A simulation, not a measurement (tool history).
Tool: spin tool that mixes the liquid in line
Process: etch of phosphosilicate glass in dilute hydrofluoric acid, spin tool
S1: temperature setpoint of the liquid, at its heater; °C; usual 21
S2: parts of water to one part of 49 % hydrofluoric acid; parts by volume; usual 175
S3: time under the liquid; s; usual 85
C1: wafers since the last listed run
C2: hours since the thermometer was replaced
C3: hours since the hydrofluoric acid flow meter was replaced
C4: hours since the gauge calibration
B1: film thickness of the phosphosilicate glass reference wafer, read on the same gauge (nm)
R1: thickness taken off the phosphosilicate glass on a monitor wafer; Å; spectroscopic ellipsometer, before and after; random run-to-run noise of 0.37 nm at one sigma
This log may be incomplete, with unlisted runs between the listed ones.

| run | hour | S1 | S2 | S3 | C1 | C2 | C3 | C4 | B1 | R1 |
|---|---|---|---|---|---|---|---|---|---|---|
| 1 | 0 | 24.5 | 175 | 85 | 0 | 2836.5 | 965.7 | 1208 | 90.02 | 496.3 |
| 2 | 36.7 | 24.5 | 175 | 85 | 386 | 2873.2 | 1002.4 | 1244.7 | 89.99 | 491.1 |
| 3 | 97.8 | 21 | 175 | 85 | 643 | 2934.3 | 1063.5 | 1305.8 | 90.01 | 432.8 |
| 4 | 122.4 | 19 | 175 | 85 | 259 | 2958.9 | 1088.1 | 1330.4 | 89.94 | 398 |
|  | 178.1 | thermometer replaced |
|  | 214.8 | gauge calibrated |
| 5 | 248.6 | 19 | 175 | 85 | 1318 | 70.5 | 1214.3 | 33.8 | 90.01 | 443.4 |
|  | 251.1 | hydrofluoric acid flow meter replaced |
| 6 | 286.6 | 19 | 175 | 85 | 389 | 108.5 | 35.5 | 71.8 | 89.97 | 413.8 |
| 7 | 329.4 | 21 | 175 | 100 | 450 | 151.3 | 78.3 | 114.6 | 89.99 | 521 |
| 8 | 370.6 | 21 | 175 | 100 | 433 | 192.5 | 119.5 | 155.8 | 90 | 528.4 |
| 9 | 400.5 | 21 | 175 | 85 | 314 | 222.4 | 149.4 | 185.7 | 90.02 | 453.3 |
| 10 | 447 | 21 | 210 | 85 | 489 | 268.9 | 195.9 | 232.2 | 90.06 | 361.5 |
| 11 | 499.8 | 21 | 175 | 85 | 555 | 321.7 | 248.7 | 285 | 89.99 | 453.6 |
| 12 | 553.1 | 17 | 225 | 85 | 561 | 375 | 302 | 338.3 | 89.97 | 284.7 |
| 13 | 590.2 | 24 | 210 | 130 | 390 | 412.1 | 339.1 | 375.4 | 90.03 | 623.2 |
| 14 | 652.7 | 22.5 | 240 | 65 | 658 | 474.6 | 401.6 | 437.9 | 89.99 | 251 |
| 15 | 694.3 | 17 | 255 | 120 | 437 | 516.2 | 443.2 | 479.5 | 90.02 | 350 |
| 16 | 742.6 | 18 | 175 | 85 | 508 | 564.5 | 491.5 | 527.8 | 89.95 | 405 |
| 17 | 774.1 | 21 | 225 | 85 | 331 | 596 | 523 | 559.3 | 89.97 | 339.9 |
| 18 | 822.1 | 21 | 175 | 85 | 505 | 644 | 571 | 607.3 | 89.99 | 448.3 |
| 19 | 866.4 | 21 | 175 | 85 | 466 | 688.3 | 615.3 | 651.6 | 89.99 | 454.2 |
| 20 | 899.2 | 18 | 95 | 60 | 345 | 721.1 | 648.1 | 684.4 | 90.02 | 566.1 |
| 21 | 928.4 | 17.5 | 235 | 105 | 307 | 750.3 | 677.3 | 713.6 | 90.02 | 341.4 |
| 22 | 986.3 | 25.5 | 175 | 85 | 609 | 808.2 | 735.2 | 771.5 | 90.03 | 536.4 |
| 23 | 1033.4 | 21 | 175 | 85 | 495 | 855.3 | 782.3 | 818.6 | 90.01 | 458.2 |
| 24 | 1094.1 | 21 | 235 | 85 | 639 | 916 | 843 | 879.3 | 90.02 | 322.1 |
| 25 | 1136.7 | 18.5 | 175 | 85 | 448 | 958.6 | 885.6 | 921.9 | 89.97 | 412.9 |
| 26 | 1180.1 | 18.5 | 175 | 125 | 456 | 1002 | 929 | 965.3 | 89.97 | 607.1 |
| 27 | 1241.3 | 23.5 | 240 | 45 | 644 | 1063.2 | 990.2 | 1026.5 | 89.99 | 183.3 |

What will run 28 give?
|  | 1281.9 | hydrofluoric acid flow meter replaced |
| 28 | 1304.6 | 21 | 100 | 85 | 655 | 1126.5 | 22.7 | 1089.8 | ? | ? |

B1: 90
R1: 808.8 Å
Were there no unlogged condition in the tool, this run, its random variation unchanged, would have produced R1 851.8 Å.
